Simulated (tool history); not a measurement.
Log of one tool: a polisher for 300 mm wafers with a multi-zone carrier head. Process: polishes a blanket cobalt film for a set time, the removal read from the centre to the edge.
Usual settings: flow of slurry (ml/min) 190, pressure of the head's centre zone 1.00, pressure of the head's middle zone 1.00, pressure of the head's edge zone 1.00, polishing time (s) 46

run    hour  flow of slurry (ml/min)  pressure of the head's centre zone  pressure of the head's middle zone  pressure of the head's edge zone  polishing time (s)  incoming thickness of the incoming film, nm  film removed at the wafer's centre (Å)  film removed at mid-radius (Å)  film removed at the wafer's edge (Å)
  1     0.0                      190                                1.00                                1.03                              1.00                  46                                        665.0                                    2641                            2596                                  2613
       53.6  -- worn pad replaced by a new one
  2    83.0                      190                                1.00                                1.03                              1.00                  46                                        650.5                                    2680                            2589                                  2659
       93.6  -- slurry nozzle cleaned
  3   144.0                      190                                1.00                                1.00                              1.00                  33                                        663.1                                    1943                            1804                                  1922
  4   248.6                      190                                1.00                                1.00                              1.00                  33                                        656.5                                    1946                            1802                                  1859
  5   324.6                      190                                1.00                                1.00                              1.00                  33                                        656.2                                    1961                            1814                                  1881
      374.2  -- centre zone pressure recalibrated
      389.6  -- worn pad replaced by a new one
  6   398.5                      190                                1.00                                1.00                              1.00                  46                                        672.9                                    2382                            2501                                  2544
  7   449.9                      190                                1.00                                1.00                              1.00                  46                                        662.8                                    2382                            2546                                  2619
      473.9  -- slurry nozzle cleaned
  8   551.3                      190                                1.00                                1.00                              1.00                  46                                        666.5                                    2391                            2534                                  2579
  9   632.6                      190                                1.07                                1.00                              1.00                  46                                        657.0                                    2514                            2538                                  2678
      644.4  -- edge zone pressure recalibrated
 10   674.2                      190                                1.00                                1.00                              1.00                  46                                        656.1                                    2396                            2571                                  2599
      684.3  -- centre zone pressure recalibrated, repeated, since the last time left the tool worse
      720.1  -- worn pad replaced by a new one
 11   720.6                      190                                1.00                                1.00                              0.93                  46                                        663.4                                    2616                            2529                                  2534
 12   771.3                      190                                1.00                                1.00                              1.00                  46                                        652.0                                    2606                            2547                                  2687
      811.2  -- slurry nozzle cleaned
 13   811.9                      190                                1.00                                1.11                              0.89                  46                                        670.3                                    2615                            2763                                  2468
 14   858.1                      190                                1.00                                1.00                              1.00                  46                                        662.3                                    2596                            2556                                  2625
 15   898.6                      190                                1.00                                1.00                              1.00                  39                                        659.0                                    2211                            2146                                  2256
      959.8  -- carrier head's membrane replaced by a new one
 16   962.3                      190                                1.00                                1.00                              1.00                  46                                        667.1                                    2638                            2524                                  2571
 17  1061.6                      190                                1.00                                1.00                              1.00                  61                                        658.5                                    3568                            3380                                  3435
     1098.3  -- worn pad replaced by a new one
     1106.9  -- slurry nozzle cleaned
 18  1153.8                      190                                1.00                                1.00                              0.91                  37                                        661.8                                    2113                            2050                                  1984
 19  1198.9                      230                                1.00                                1.00                              0.91                  46                                        646.0                                    2749                            2589                                  2498
 20  1284.2                      165                                1.00                                1.00                              1.00                  46                                        668.5                                    2568                            2459                                  2524
 21  1354.8                      190                                1.00                                1.00                              1.00                  46                                        660.4                                    2684                            2521                                  2652
     1402.6  -- slurry nozzle cleaned
 22  1449.9                      190                                1.00                                1.09                              1.00                  46                                        664.7                                    2619                            2674                                  2523
     1465.8  -- worn pad replaced by a new one
 23  1496.0                      190                                1.00                                1.00                              0.90                  50                                        668.6                                    2901                            2713                                  2696

3 ways to go on from here, each from the tool as it stands after run 23. What would each give?
  A  1496.4                      135                                1.00                                1.00                              1.00                  46                                        665.2                                       ?                               ?                                     ?
  B  1496.4                      190                                1.00                                0.97                              1.00                  57                                        665.2                                       ?                               ?                                     ?
  C  1496.4                      190                                1.00                                1.00                              0.88                  46                                        665.2                                       ?                               ?                                     ?

run  film removed at the wafer's centre (Å)  film removed at mid-radius (Å)  film removed at the wafer's edge (Å)
  A                                    2463                            2409                                  2489
  B                                    3303                            3131                                  3246
  C                                    2666                            2585                                  2467
Without the tool's hidden state the same runs would have given:
run  film removed at the wafer's centre (Å)  film removed at mid-radius (Å)  film removed at the wafer's edge (Å)
  A                                    2375                            2409                                  2489
  B                                    3185                            3132                                  3246
  C                                    2571                            2585                                  2467
